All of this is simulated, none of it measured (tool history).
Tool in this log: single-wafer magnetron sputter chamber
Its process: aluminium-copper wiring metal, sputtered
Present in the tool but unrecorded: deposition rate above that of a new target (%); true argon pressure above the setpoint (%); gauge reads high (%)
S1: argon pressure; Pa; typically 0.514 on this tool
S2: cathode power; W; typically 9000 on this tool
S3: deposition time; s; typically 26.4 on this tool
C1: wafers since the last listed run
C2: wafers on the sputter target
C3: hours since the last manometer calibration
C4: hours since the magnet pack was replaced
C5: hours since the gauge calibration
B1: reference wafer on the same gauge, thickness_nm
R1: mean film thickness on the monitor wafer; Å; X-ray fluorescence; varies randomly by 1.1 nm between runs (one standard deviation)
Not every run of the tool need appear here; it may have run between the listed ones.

| run | day | S1 | S2 | S3 | C1 | C2 | C3 | C4 | C5 | B1 | R1 |
|---|---|---|---|---|---|---|---|---|---|---|---|
| 1 | 0.000 | 0.514 | 9000 | 29.2 | 0 | 3520 | 1640.3 | 9650.5 | 1014.0 | 383.793 | 4270.66 |
|  | 2.283 | gauge calibrated |
| 2 | 2.867 | 0.514 | 9000 | 29.2 | 1345 | 4866 | 1709.1 | 9719.3 | 14.0 | 383.882 | 4199.16 |
|  | 4.646 | sputter target and shields replaced |
| 3 | 4.696 | 0.514 | 9000 | 26.4 | 702 | 23 | 1753.0 | 9763.2 | 57.9 | 383.937 | 3891.76 |
| 4 | 6.875 | 0.514 | 9000 | 22.7 | 1023 | 1046 | 1805.3 | 9815.5 | 110.2 | 383.876 | 3340.49 |
| 5 | 9.658 | 0.514 | 9000 | 26.4 | 1306 | 2353 | 1872.1 | 9882.3 | 177.0 | 384.059 | 3870.86 |
|  | 15.525 | sputter target and shields replaced |
| 6 | 15.846 | 0.514 | 9000 | 26.4 | 2748 | 151 | 2020.6 | 10030.8 | 325.5 | 383.996 | 3912.84 |
| 7 | 17.658 | 0.514 | 9000 | 26.4 | 851 | 1002 | 2064.1 | 10074.3 | 369.0 | 383.813 | 3917.69 |
| 8 | 19.500 | 0.591 | 7700 | 26.4 | 864 | 1866 | 2108.3 | 10118.5 | 413.2 | 383.870 | 3164.87 |
| 9 | 21.662 | 0.591 | 7700 | 26.4 | 1015 | 2882 | 2160.2 | 10170.4 | 465.1 | 384.024 | 3145.47 |
| 10 | 24.283 | 0.591 | 7700 | 26.4 | 1230 | 4112 | 2223.1 | 10233.3 | 528.0 | 384.113 | 3122.93 |
| 11 | 26.271 | 0.514 | 9000 | 26.4 | 933 | 5046 | 2270.8 | 10281.0 | 575.7 | 383.841 | 3812.02 |
|  | 28.688 | sputter target and shields replaced |
| 12 | 28.883 | 0.514 | 9000 | 25.0 | 1070 | 92 | 2333.5 | 10343.7 | 638.4 | 383.850 | 3689.79 |
|  | 31.796 | magnet pack replaced |
| 13 | 31.817 | 0.514 | 9000 | 25.0 | 1220 | 1313 | 2403.9 | 0.5 | 708.8 | 384.158 | 3694.42 |
| 14 | 33.233 | 0.614 | 7150 | 26.4 | 665 | 1978 | 2437.9 | 34.5 | 742.8 | 383.789 | 2875.29 |
| 15 | 34.579 | 0.426 | 10800 | 30.0 | 631 | 2610 | 2470.2 | 66.8 | 775.1 | 384.111 | 5630.07 |
| 16 | 36.088 | 0.320 | 8400 | 25.0 | 708 | 3318 | 2506.4 | 103.0 | 811.3 | 384.115 | 3916.78 |
| 17 | 37.450 | 0.514 | 9000 | 26.4 | 639 | 3958 | 2539.1 | 135.7 | 844.0 | 383.952 | 3827.89 |
|  | 39.450 | capacitance manometer re-zeroed and calibrated |
| 18 | 39.850 | 0.309 | 8100 | 28.1 | 970 | 4928 | 9.6 | 193.3 | 901.6 | 383.909 | 4208.96 |
| 19 | 41.225 | 0.456 | 10500 | 23.3 | 645 | 5574 | 42.6 | 226.3 | 934.6 | 384.248 | 4054.60 |
|  | 41.721 | sputter target and shields replaced |
|  | 42.604 | gauge calibrated |
| 20 | 42.888 | 0.514 | 7650 | 26.4 | 624 | 547 | 82.5 | 266.2 | 6.8 | 384.197 | 3321.69 |
| 21 | 44.758 | 0.623 | 7100 | 30.8 | 878 | 1426 | 127.4 | 311.1 | 51.7 | 383.810 | 3317.01 |
| 22 | 46.188 | 0.691 | 8050 | 23.0 | 671 | 2097 | 161.7 | 345.4 | 86.0 | 383.966 | 2685.41 |
| 23 | 48.771 | 0.514 | 9000 | 26.4 | 1212 | 3310 | 223.7 | 407.4 | 148.0 | 383.682 | 3858.94 |
| 24 | 51.350 | 0.514 | 9000 | 26.4 | 1211 | 4521 | 285.6 | 469.3 | 209.9 | 383.687 | 3828.74 |
|  | 52.658 | sputter target and shields replaced |
| 25 | 52.679 | 0.514 | 10300 | 28.1 | 467 | 10 | 317.5 | 501.2 | 241.8 | 384.377 | 4788.78 |
| 26 | 55.450 | 0.514 | 9000 | 26.4 | 1301 | 1311 | 384.0 | 567.7 | 308.3 | 383.825 | 3919.89 |
| 27 | 58.138 | 0.514 | 9000 | 22.8 | 1261 | 2572 | 448.5 | 632.2 | 372.8 | 384.108 | 3367.06 |

Alternative continuations, all from the tool just after run 27; predict every row:
| A | 58.154 | 0.354 | 9000 | 26.4 | 7 | 2580 | 448.9 | 632.6 | 373.2 | ? | ? |
| B | 58.154 | 0.514 | 9000 | 28.1 | 7 | 2580 | 448.9 | 632.6 | 373.2 | ? | ? |
| C | 58.154 | 0.706 | 9000 | 26.4 | 7 | 2580 | 448.9 | 632.6 | 373.2 | ? | ? |

| run | B1 | R1 |
|---|---|---|
| A | 384.257 | 4361.09 |
| B | 384.257 | 4135.29 |
| C | 384.257 | 3404.91 |
Stripped of hidden state, with their random variation kept, the same runs would have yielded:
| run | R1 |
|---|---|
| A | 4399.91 |
| B | 4172.10 |
| C | 3435.22 |
